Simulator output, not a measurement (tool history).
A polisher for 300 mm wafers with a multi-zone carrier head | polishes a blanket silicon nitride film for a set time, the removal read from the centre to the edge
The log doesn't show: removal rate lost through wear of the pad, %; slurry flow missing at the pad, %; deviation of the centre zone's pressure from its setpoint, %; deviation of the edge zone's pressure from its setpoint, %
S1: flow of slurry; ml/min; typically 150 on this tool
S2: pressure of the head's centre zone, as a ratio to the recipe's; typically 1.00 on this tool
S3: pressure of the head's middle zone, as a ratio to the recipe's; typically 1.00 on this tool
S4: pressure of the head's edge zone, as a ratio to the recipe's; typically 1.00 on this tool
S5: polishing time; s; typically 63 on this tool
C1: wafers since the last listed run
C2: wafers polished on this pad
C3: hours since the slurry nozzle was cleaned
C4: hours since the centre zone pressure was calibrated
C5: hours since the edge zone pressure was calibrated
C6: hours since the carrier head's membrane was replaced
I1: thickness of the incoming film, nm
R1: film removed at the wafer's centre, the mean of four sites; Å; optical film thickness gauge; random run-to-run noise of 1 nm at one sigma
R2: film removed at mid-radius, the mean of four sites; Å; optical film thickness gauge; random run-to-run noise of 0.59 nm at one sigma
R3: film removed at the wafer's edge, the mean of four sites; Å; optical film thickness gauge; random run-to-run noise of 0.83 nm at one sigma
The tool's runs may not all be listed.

Run 1, hour 0.0: usual settings but S1 120 ml/min, S4 0.93; C1 0; C2 1501; C3 279.4; C4 164.6; C5 27.1; C6 647.5; I1 629.3. Result: R1 663 Å, R2 688 Å, R3 686 Å.
At hour 24.2: carrier head's membrane replaced by a new one.
Run 2, hour 34.7: usual settings; C1 400; C2 1902; C3 314.1; C4 199.3; C5 61.8; C6 10.5; I1 647.4. Result: R1 705 Å, R2 704 Å, R3 711 Å.
At hour 41.5: worn pad replaced by a new one.
Run 3, hour 56.2: usual settings; C1 235; C2 198; C3 335.6; C4 220.8; C5 83.3; C6 32.0; I1 642.2. Result: R1 734 Å, R2 757 Å, R3 779 Å.
At hour 161.9: centre zone pressure recalibrated.
Run 4, hour 162.8: usual settings; C1 1410; C2 1609; C3 442.2; C4 0.9; C5 189.9; C6 138.6; I1 645.0. Result: R1 712 Å, R2 733 Å, R3 741 Å.
Run 5, hour 175.0: usual settings; C1 164; C2 1773; C3 454.4; C4 13.1; C5 202.1; C6 150.8; I1 639.0. Result: R1 720 Å, R2 721 Å, R3 730 Å.
At hour 207.1: worn pad replaced by a new one.
Run 6, hour 207.6: usual settings but S2 0.97, S3 0.88, S4 0.95, S5 54 s; C1 385; C2 6; C3 487.0; C4 45.7; C5 234.7; C6 183.4; I1 647.4. Result: R1 620 Å, R2 582 Å, R3 643 Å.
Run 7, hour 229.1: usual settings but S1 175 ml/min; C1 289; C2 296; C3 508.5; C4 67.2; C5 256.2; C6 204.9; I1 641.2. Result: R1 759 Å, R2 767 Å, R3 780 Å.
Run 8, hour 260.0: usual settings but S3 1.04; C1 416; C2 713; C3 539.4; C4 98.1; C5 287.1; C6 235.8; I1 634.0. Result: R1 716 Å, R2 761 Å, R3 745 Å.
At hour 286.5: slurry nozzle cleaned.
Run 9, hour 290.7: usual settings but S3 1.10, S4 1.08; C1 400; C2 1113; C3 4.2; C4 128.8; C5 317.8; C6 266.5; I1 638.6. Result: R1 736 Å, R2 786 Å, R3 779 Å.
Run 10, hour 319.7: usual settings but S1 125 ml/min; C1 391; C2 1504; C3 33.2; C4 157.8; C5 346.8; C6 295.5; I1 644.2. Result: R1 671 Å, R2 689 Å, R3 709 Å.
Run 11, hour 338.8: usual settings; C1 257; C2 1762; C3 52.3; C4 176.9; C5 365.9; C6 314.6; I1 636.0. Result: R1 704 Å, R2 712 Å, R3 725 Å.
Run 12, hour 357.4: usual settings; C1 250; C2 2013; C3 70.9; C4 195.5; C5 384.5; C6 333.2; I1 649.9. Result: R1 698 Å, R2 693 Å, R3 720 Å.
Run 13, hour 375.4: usual settings but S1 165 ml/min; C1 242; C2 2255; C3 88.9; C4 213.5; C5 402.5; C6 351.2; I1 641.5. Result: R1 681 Å, R2 707 Å, R3 710 Å.
At hour 381.3: worn pad replaced by a new one.
Run 14, hour 391.6: usual settings; C1 164; C2 138; C3 105.1; C4 229.7; C5 418.7; C6 367.4; I1 633.4. Result: R1 755 Å, R2 750 Å, R3 754 Å.
Run 15, hour 422.6: usual settings but S1 190 ml/min, S2 1.11, S3 0.93, S4 1.05; C1 418; C2 556; C3 136.1; C4 260.7; C5 449.7; C6 398.4; I1 649.2. Result: R1 829 Å, R2 749 Å, R3 813 Å.
Run 16, hour 440.4: usual settings but S2 0.94, S4 0.96; C1 240; C2 796; C3 153.9; C4 278.5; C5 467.5; C6 416.2; I1 647.4. Result: R1 720 Å, R2 740 Å, R3 748 Å.
Run 17, hour 470.5: usual settings but S1 110 ml/min, S4 0.90, S5 79 s; C1 405; C2 1202; C3 184.0; C4 308.6; C5 497.6; C6 446.3; I1 641.6. Result: R1 840 Å, R2 851 Å, R3 845 Å.
Run 18, hour 487.0: usual settings; C1 222; C2 1425; C3 200.5; C4 325.1; C5 514.1; C6 462.8; I1 636.5. Result: R1 736 Å, R2 731 Å, R3 755 Å.
Run 19, hour 519.4: usual settings; C1 436; C2 1862; C3 232.9; C4 357.5; C5 546.5; C6 495.2; I1 641.9. Result: R1 721 Å, R2 718 Å, R3 723 Å.
At hour 544.3: centre zone pressure recalibrated.
Run 20, hour 548.8: usual settings but S3 0.96, S5 77 s; C1 369; C2 2231; C3 262.3; C4 4.5; C5 575.9; C6 524.6; I1 639.8. Result: R1 828 Å, R2 834 Å, R3 860 Å.
At hour 565.6: worn pad replaced by a new one.
Run 21, hour 566.0: usual settings but S1 175 ml/min, S3 1.08; C1 177; C2 5; C3 279.5; C4 21.7; C5 593.1; C6 541.8; I1 643.7. Result: R1 780 Å, R2 820 Å, R3 791 Å.

Some steps in R1, run to run, broken into two amounts with sign: the step expected even without the hidden condition (settings, incoming material, random variation), and the rest, left for the hidden condition together with whatever gauge scatter is not in both the measured and the hidden-condition-free result:
Run 6 -> 7: S1 150 -> 175, S2 0.97 -> 1.00, S3 0.88 -> 1.00, S4 0.95 -> 1.00, S5 54 -> 63. R1 +139 Å: hidden state -2, all else +141.
Run 13 -> 14: S1 165 -> 150, worn pad replaced by a new one. R1 +74 Å: hidden state +68, all else +6.
Run 16 -> 17: S1 150 -> 110, S2 0.94 -> 1.00, S4 0.96 -> 0.90, S5 63 -> 79. R1 +120 Å: hidden state -12, all else +132.
Run 20 -> 21: S1 150 -> 175, S3 0.96 -> 1.08, S5 77 -> 63, worn pad replaced by a new one. R1 -48 Å: hidden state +73, all else -121.

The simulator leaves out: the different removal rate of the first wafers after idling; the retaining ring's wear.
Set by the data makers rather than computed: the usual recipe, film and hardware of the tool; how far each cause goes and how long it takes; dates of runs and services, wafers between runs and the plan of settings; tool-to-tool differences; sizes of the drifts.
